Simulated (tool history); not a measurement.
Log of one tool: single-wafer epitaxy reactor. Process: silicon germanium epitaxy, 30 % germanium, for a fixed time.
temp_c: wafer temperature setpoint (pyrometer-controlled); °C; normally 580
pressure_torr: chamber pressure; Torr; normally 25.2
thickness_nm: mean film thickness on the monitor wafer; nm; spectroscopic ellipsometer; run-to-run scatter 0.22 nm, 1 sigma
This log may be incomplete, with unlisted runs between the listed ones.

run	hour	temp_c	pressure_torr	read-back reference wafer on the same gauge, thickness_nm	thickness_nm
1	0	580	25.2	43.659	52.787
2	22.3	580	25.2	43.764	52.773
3	49.4	580	25.2	43.688	52.738
4	71.5	580	25.2	43.641	52.701
5	104.1	580	25.2	43.622	52.581
6	118.8	580	20.2	43.721	49.016
7	146.9	580	20.2	43.726	48.361
# hour 174.1: pyrometer calibrated
8	174.6	580	25.2	43.718	45.494
9	185.5	580	25.2	43.707	45.416
# hour 199.6: capacitance manometer re-zeroed and calibrated
10	220.3	580	25.2	43.716	44.822
11	249.5	586	25.2	43.67	51.575
12	285.2	574	21	43.697	37.401
13	318.9	587	28.9	43.699	55.562
14	341.2	580	25.2	43.691	45.51
15	364.2	580	25.2	43.628	46.136
16	398.6	591	20.4	43.68	52.858
# hour 426.5: gauge calibrated
17	429.3	575	27.3	43.703	42.281
# hour 455.7: showerhead replaced
18	458.1	580	25.2	43.668	45.328
19	474	574	27.1	43.686	41.564
20	508.2	585	25.2	43.725	50.832
21	540.5	575	25.2	43.642	41.706
22	572.7	580	25.2	43.736	46.311

Branching from run 22: 3 alternative next runs. What would each branch give?
A	573.1	568	25.2	?	?
B	573.1	570	23.1	?	?
C	573.1	567	30.4	?	?

run	read-back reference wafer on the same gauge, thickness_nm	thickness_nm
A	43.709	35.471
B	43.709	35.862
C	43.709	37.195
With no hidden state in the tool, these same runs would have given:
run	thickness_nm
A	35.124
B	35.513
C	36.83
